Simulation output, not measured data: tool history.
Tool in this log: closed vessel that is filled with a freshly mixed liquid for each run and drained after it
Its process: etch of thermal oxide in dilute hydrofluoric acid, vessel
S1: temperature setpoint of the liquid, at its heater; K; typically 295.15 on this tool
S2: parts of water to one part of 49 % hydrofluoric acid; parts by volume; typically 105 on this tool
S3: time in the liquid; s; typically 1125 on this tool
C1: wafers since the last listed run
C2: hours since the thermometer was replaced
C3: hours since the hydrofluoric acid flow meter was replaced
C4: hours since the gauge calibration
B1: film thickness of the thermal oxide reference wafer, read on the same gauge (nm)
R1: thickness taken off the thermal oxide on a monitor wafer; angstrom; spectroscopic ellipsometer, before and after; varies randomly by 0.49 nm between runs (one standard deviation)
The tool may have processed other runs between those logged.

run	day	S1	S2	S3	C1	C2	C3	C4	B1	R1
1	0	295.15	105	1125	0	2074.8	322.8	720	70.06	441.8
2	1.221	295.15	105	1125	1000	2104.1	352.1	749.3	70.01	447.7
3	2.275	295.15	105	1125	863	2129.4	377.4	774.6	70.05	446.5
4	3.429	295.15	105	1125	945	2157.1	405.1	802.3	70.01	455.5
5	4.2	295.15	105	1125	631	2175.6	423.6	820.8	69.99	446.1
6	5.196	295.15	105	990	815	2199.5	447.5	844.7	70.05	392.4
7	5.833	295.15	105	990	522	2214.8	462.8	860	70.01	399.3
8	7.188	295.15	105	990	1109	2247.3	495.3	892.5	69.98	398.5
9	7.833	297.15	105	1125	529	2262.8	510.8	908	70.01	482.6
# day 8.85: hydrofluoric acid flow meter replaced
10	9.046	297.15	105	1125	959	2291.9	4.7	937.1	69.97	492.4
11	9.621	297.15	105	1125	471	2305.7	18.5	950.9	70	484.9
12	10.229	296.65	105	1125	498	2320.3	33.1	965.5	70.01	469.9
13	11.038	295.15	105	1125	662	2339.7	52.5	984.9	70.03	455.3
14	12.35	299.65	105	1650	1075	2371.2	84	1016.4	69.94	776.1
15	13.592	295.15	155	1125	1017	2401	113.8	1046.2	70.04	279.3
# day 14.071: thermometer replaced
# day 14.446: gauge calibrated
16	15.05	292.15	145	475	1160	23.5	148.8	14.5	70.06	125.8
17	15.95	292.65	90	1600	737	45.1	170.4	36.1	70	745.7
18	16.858	295.15	85	1125	744	66.9	192.2	57.9	69.98	613.4
19	19.004	295.15	60	795	1758	118.4	243.7	109.4	70.02	628.7
20	22.488	297.15	125	1685	2854	202	327.3	193	70.01	647.6
21	23.704	291.65	105	1125	996	231.2	356.5	222.2	69.98	416.6
22	24.812	295.15	105	1125	908	257.8	383.1	248.8	69.98	471.8
23	25.442	295.15	105	1535	515	272.9	398.2	263.9	69.96	654.8
24	26.404	293.15	75	1635	788	296	421.3	287	69.97	924.4
25	27.225	295.15	105	1125	672	315.7	441	306.7	69.96	472.3
26	28.621	295.15	105	1125	1143	349.2	474.5	340.2	70	481.5
27	29.888	295.15	105	1125	1037	379.6	504.9	370.6	70.04	467.7
28	31.112	295.15	105	1125	1003	409	534.3	400	69.98	478.7
# day 31.95: hydrofluoric acid flow meter replaced
29	32.233	297.15	145	1125	884	435.9	6.8	426.9	69.98	362.1
30	33.629	299.15	105	1125	1143	469.4	40.3	460.4	70	553.5
31	34.146	293.65	105	1630	423	481.8	52.7	472.8	70.03	652.2
32	35.504	295.15	105	1125	1112	514.4	85.3	505.4	70.04	478.6
33	36.962	297.15	75	475	1194	549.4	120.3	540.4	69.95	318

Selected run-to-run steps in R1, each split into two signed amounts: the part the tool would show with no hidden state at all (from settings, incoming material and random variation), and the remainder, which goes to the hidden state together with any gauge scatter not common to the measured and the hidden-state-free results:
Unlogged tool condition in this case: liquid colder than its thermometer reads (K); hydrofluoric acid flow above the setpoint (%); gauge reads high (%).
Run 13 -> 14: S1 295.15 -> 299.65, S3 1125 -> 1650. R1 +320.8 angstrom: hidden state -30, all else +350.8.
Run 14 -> 15: S1 299.65 -> 295.15, S2 105 -> 155, S3 1650 -> 1125. R1 -496.8 angstrom: hidden state +48.1, all else -544.9.
Run 15 -> 16: S1 295.15 -> 292.15, S2 155 -> 145, S3 1125 -> 475, thermometer replaced, gauge calibrated. R1 -153.5 angstrom: hidden state +26.5, all else -180.
Run 16 -> 17: S1 292.15 -> 292.65, S2 145 -> 90, S3 475 -> 1600. R1 +619.9 angstrom: hidden state -8.1, all else +628.
Run 24 -> 25: S1 293.15 -> 295.15, S2 75 -> 105, S3 1635 -> 1125. R1 -452.1 angstrom: hidden state +10.4, all else -462.5.
